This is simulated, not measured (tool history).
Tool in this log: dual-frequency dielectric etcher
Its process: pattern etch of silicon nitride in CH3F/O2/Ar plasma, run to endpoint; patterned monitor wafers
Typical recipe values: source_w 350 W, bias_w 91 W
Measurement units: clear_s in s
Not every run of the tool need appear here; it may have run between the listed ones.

run,day,source_w,bias_w,"incoming incoming film thickness, nm",clear_s
1,0,350,81,36.54,51.2
2,0.688,350,81,36.69,51.3
3,1.762,290,91,36.63,52.2
4,2.112,290,91,37.01,52.3
5,3.388,290,91,37.03,52.9
6,3.4,390,75,36.44,49.1
7,4.1,390,75,36.68,49.9
8,4.429,380,109,36.33,45.1
9,4.833,380,109,36.54,45.4
10,5.483,370,91,36.65,48.6
11,6.183,350,97,36.91,48.3
12,6.571,400,91,37.25,47.9
13,7.079,350,81,36.8,50.2
14,7.729,310,105,36.92,49.3
15,8.388,350,107,36.82,47.8
16,8.746,430,79,36.52,47
17,9.025,350,91,36.8,49.3
18,9.317,400,100,36.69,45.5
19,9.592,350,91,36.61,49.6
20,10.067,410,108,36.89,44.7

Missing from the log above: 4 entries noted between runs. For each, name the pair of listed runs it sits between and say how the tool's hidden condition differs from the listed run just before to the listed run just after:
Between runs 4 and 5: wet clean of the chamber (day 3.229); upper electrode replaced (day 3.367)
  both runs share identical hidden conditions
Between runs 9 and 10: source power generator calibrated (day 5.462)
  both runs share identical hidden conditions
Between runs 10 and 11: bias power generator calibrated (day 5.792)
  both runs share identical hidden conditions
